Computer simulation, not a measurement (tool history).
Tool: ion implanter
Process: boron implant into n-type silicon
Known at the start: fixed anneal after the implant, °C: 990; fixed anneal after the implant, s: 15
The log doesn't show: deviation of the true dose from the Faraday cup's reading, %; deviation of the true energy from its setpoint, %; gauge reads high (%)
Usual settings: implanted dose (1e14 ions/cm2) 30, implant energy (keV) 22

run	hour	implanted dose (1e14 ions/cm2)	implant energy (keV)	wafers since the last listed run	hours since the last dose calibration	hours since the extraction supply was calibrated	hours since the gauge calibration	read-back reference wafer on the same gauge, sheet resistance	sheet resistance of the implanted and annealed layer (ohm/square)
1	0	36.5	22	0	1048	5410.1	14.2	71.99	65.28
2	16.4	36.5	22	194	1064.4	5426.5	30.6	72	65.44
3	28.7	30	22	145	1076.7	5438.8	42.9	71.99	68.97
4	41.6	30	24	152	1089.6	5451.7	55.8	71.98	66.42
5	53.4	30	24	139	1101.4	5463.5	67.6	71.99	66.58
6	69.5	30	24	190	1117.5	5479.6	83.7	71.98	66.47
7	86.2	30	26	197	1134.2	5496.3	100.4	71.99	64.69
8	98.6	30	22	146	1146.6	5508.7	112.8	72.01	68.72
9	111.4	30	22	151	1159.4	5521.5	125.6	71.98	68.87
10	117.4	22.81	15	71	1165.4	5527.5	131.6	72.02	87.98
# hour 122: gauge calibrated
# hour 135.2: extraction supply calibrated
# hour 142.7: Faraday cup replaced and dose calibrated
11	143.2	30	22	120	0.5	8	21.2	71.94	68.91
12	145.7	23.57	16	29	3	10.5	23.7	71.99	84.67
13	153.3	30	22	90	10.6	18.1	31.3	71.98	68.75
14	169.6	30	29.5	193	26.9	34.4	47.6	71.99	62.16

The next listed run, before its measurement:
15	178.5	30	22	105	35.8	43.3	56.5	?	?

{"run 15": {"read-back reference wafer on the same gauge, sheet resistance": 72.03, "sheet resistance of the implanted and annealed layer (ohm/square)": 68.59}}
Without the tool's hidden state the same run would have given sheet resistance of the implanted and annealed layer (ohm/square) 68.59.
